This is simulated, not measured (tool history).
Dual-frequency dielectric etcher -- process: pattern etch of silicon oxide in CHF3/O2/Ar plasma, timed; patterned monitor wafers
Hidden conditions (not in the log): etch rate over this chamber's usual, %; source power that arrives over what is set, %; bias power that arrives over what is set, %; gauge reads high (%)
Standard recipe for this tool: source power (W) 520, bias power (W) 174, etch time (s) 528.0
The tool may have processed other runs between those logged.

| run | hour | source power (W) | bias power (W) | etch time (s) | wafers since the last listed run | hours since the last wet clean | hours since the last source power generator calibration | hours since the last bias power generator calibration | hours since the last upper electrode change | hours since the gauge calibration | read-back reference wafer on the same gauge, depth_nm | mean etch depth across the wafer (nm) |
|---|---|---|---|---|---|---|---|---|---|---|---|---|
| 1 | 0.0 | 520 | 174 | 528.0 | 0 | 328.6 | 3510.6 | 1779.4 | 2424.0 | 67.6 | 814.4 | 930.1 |
| 2 | 55.2 | 450 | 174 | 528.0 | 136 | 383.8 | 3565.8 | 1834.6 | 2479.2 | 122.8 | 814.1 | 893.4 |
| 3 | 128.9 | 450 | 174 | 528.0 | 182 | 457.5 | 3639.5 | 1908.3 | 2552.9 | 196.5 | 813.2 | 903.1 |
|  | 185.7 | wet clean of the chamber |
| 4 | 186.1 | 520 | 174 | 528.0 | 82 | 0.4 | 3696.7 | 1965.5 | 2610.1 | 253.7 | 816.7 | 921.5 |
| 5 | 246.8 | 520 | 139 | 528.0 | 150 | 61.1 | 3757.4 | 2026.2 | 2670.8 | 314.4 | 814.8 | 815.3 |
| 6 | 317.3 | 520 | 139 | 528.0 | 174 | 131.6 | 3827.9 | 2096.7 | 2741.3 | 384.9 | 814.9 | 818.0 |
| 7 | 356.8 | 520 | 158 | 528.0 | 97 | 171.1 | 3867.4 | 2136.2 | 2780.8 | 424.4 | 815.3 | 874.9 |
| 8 | 384.8 | 560 | 174 | 528.0 | 69 | 199.1 | 3895.4 | 2164.2 | 2808.8 | 452.4 | 814.0 | 944.0 |
| 9 | 428.4 | 520 | 174 | 528.0 | 108 | 242.7 | 3939.0 | 2207.8 | 2852.4 | 496.0 | 815.7 | 921.3 |
| 10 | 493.5 | 520 | 174 | 528.0 | 161 | 307.8 | 4004.1 | 2272.9 | 2917.5 | 561.1 | 812.2 | 918.8 |
| 11 | 542.6 | 520 | 137 | 528.0 | 121 | 356.9 | 4053.2 | 2322.0 | 2966.6 | 610.2 | 816.3 | 817.0 |
| 12 | 607.4 | 590 | 174 | 528.0 | 160 | 421.7 | 4118.0 | 2386.8 | 3031.4 | 675.0 | 815.1 | 948.9 |
|  | 632.1 | upper electrode replaced |
|  | 710.0 | wet clean of the chamber |
| 13 | 779.7 | 640 | 200 | 613.0 | 308 | 69.7 | 4290.3 | 2559.1 | 147.6 | 847.3 | 817.0 | 1191.5 |
|  | 825.4 | bias power generator calibrated |
| 14 | 848.3 | 470 | 174 | 528.0 | 160 | 138.3 | 4358.9 | 22.9 | 216.2 | 915.9 | 814.2 | 917.8 |
| 15 | 903.9 | 520 | 174 | 528.0 | 137 | 193.9 | 4414.5 | 78.5 | 271.8 | 971.5 | 813.5 | 945.0 |
| 16 | 956.2 | 520 | 174 | 528.0 | 129 | 246.2 | 4466.8 | 130.8 | 324.1 | 1023.8 | 815.6 | 943.5 |
| 17 | 1015.4 | 440 | 193 | 683.0 | 146 | 305.4 | 4526.0 | 190.0 | 383.3 | 1083.0 | 815.4 | 1240.5 |
| 18 | 1046.6 | 520 | 174 | 528.0 | 77 | 336.6 | 4557.2 | 221.2 | 414.5 | 1114.2 | 813.7 | 940.1 |
| 19 | 1092.6 | 410 | 189 | 632.0 | 114 | 382.6 | 4603.2 | 267.2 | 460.5 | 1160.2 | 814.5 | 1115.1 |
|  | 1136.5 | source power generator calibrated |
| 20 | 1148.3 | 520 | 215 | 651.0 | 128 | 438.3 | 11.8 | 322.9 | 516.2 | 1215.9 | 814.8 | 1278.0 |
| 21 | 1185.8 | 570 | 196 | 419.0 | 92 | 475.8 | 49.3 | 360.4 | 553.7 | 1253.4 | 814.6 | 802.5 |
| 22 | 1257.8 | 520 | 174 | 453.5 | 178 | 547.8 | 121.3 | 432.4 | 625.7 | 1325.4 | 813.7 | 807.4 |
|  | 1341.6 | wet clean of the chamber |
| 23 | 1342.1 | 520 | 174 | 528.0 | 149 | 0.5 | 205.6 | 516.7 | 710.0 | 1409.7 | 813.5 | 945.0 |
| 24 | 1361.2 | 560 | 132 | 380.0 | 47 | 19.6 | 224.7 | 535.8 | 729.1 | 1428.8 | 815.6 | 588.3 |
| 25 | 1426.5 | 520 | 197 | 590.0 | 161 | 84.9 | 290.0 | 601.1 | 794.4 | 1494.1 | 813.5 | 1117.0 |
| 26 | 1471.6 | 600 | 174 | 528.0 | 111 | 130.0 | 335.1 | 646.2 | 839.5 | 1539.2 | 814.0 | 972.8 |
| 27 | 1522.8 | 600 | 133 | 680.0 | 126 | 181.2 | 386.3 | 697.4 | 890.7 | 1590.4 | 814.2 | 1072.0 |
| 28 | 1565.3 | 560 | 198 | 476.0 | 105 | 223.7 | 428.8 | 739.9 | 933.2 | 1632.9 | 813.3 | 928.2 |
| 29 | 1615.4 | 520 | 174 | 570.0 | 124 | 273.8 | 478.9 | 790.0 | 983.3 | 1683.0 | 817.6 | 1018.5 |
| 30 | 1679.5 | 650 | 174 | 601.0 | 158 | 337.9 | 543.0 | 854.1 | 1047.4 | 1747.1 | 817.2 | 1131.1 |

Below are 4 alternative next runs, each starting from the tool's condition after run 30. Predict each:
| A | 1680.1 | 520 | 162 | 528.0 | 1 | 338.5 | 543.6 | 854.7 | 1048.0 | 1747.7 | ? | ? |
| B | 1680.1 | 640 | 155 | 387.5 | 1 | 338.5 | 543.6 | 854.7 | 1048.0 | 1747.7 | ? | ? |
| C | 1680.1 | 520 | 198 | 660.0 | 1 | 338.5 | 543.6 | 854.7 | 1048.0 | 1747.7 | ? | ? |
| D | 1680.1 | 580 | 215 | 455.5 | 1 | 338.5 | 543.6 | 854.7 | 1048.0 | 1747.7 | ? | ? |

| run | read-back reference wafer on the same gauge, depth_nm | mean etch depth across the wafer (nm) |
|---|---|---|
| A | 816.2 | 902.2 |
| B | 816.2 | 680.8 |
| C | 816.2 | 1255.3 |
| D | 816.2 | 927.9 |
Without the tool's unlogged condition, the same runs would have read:
| run | mean etch depth across the wafer (nm) |
|---|---|
| A | 907.2 |
| B | 684.5 |
| C | 1262.8 |
| D | 933.5 |

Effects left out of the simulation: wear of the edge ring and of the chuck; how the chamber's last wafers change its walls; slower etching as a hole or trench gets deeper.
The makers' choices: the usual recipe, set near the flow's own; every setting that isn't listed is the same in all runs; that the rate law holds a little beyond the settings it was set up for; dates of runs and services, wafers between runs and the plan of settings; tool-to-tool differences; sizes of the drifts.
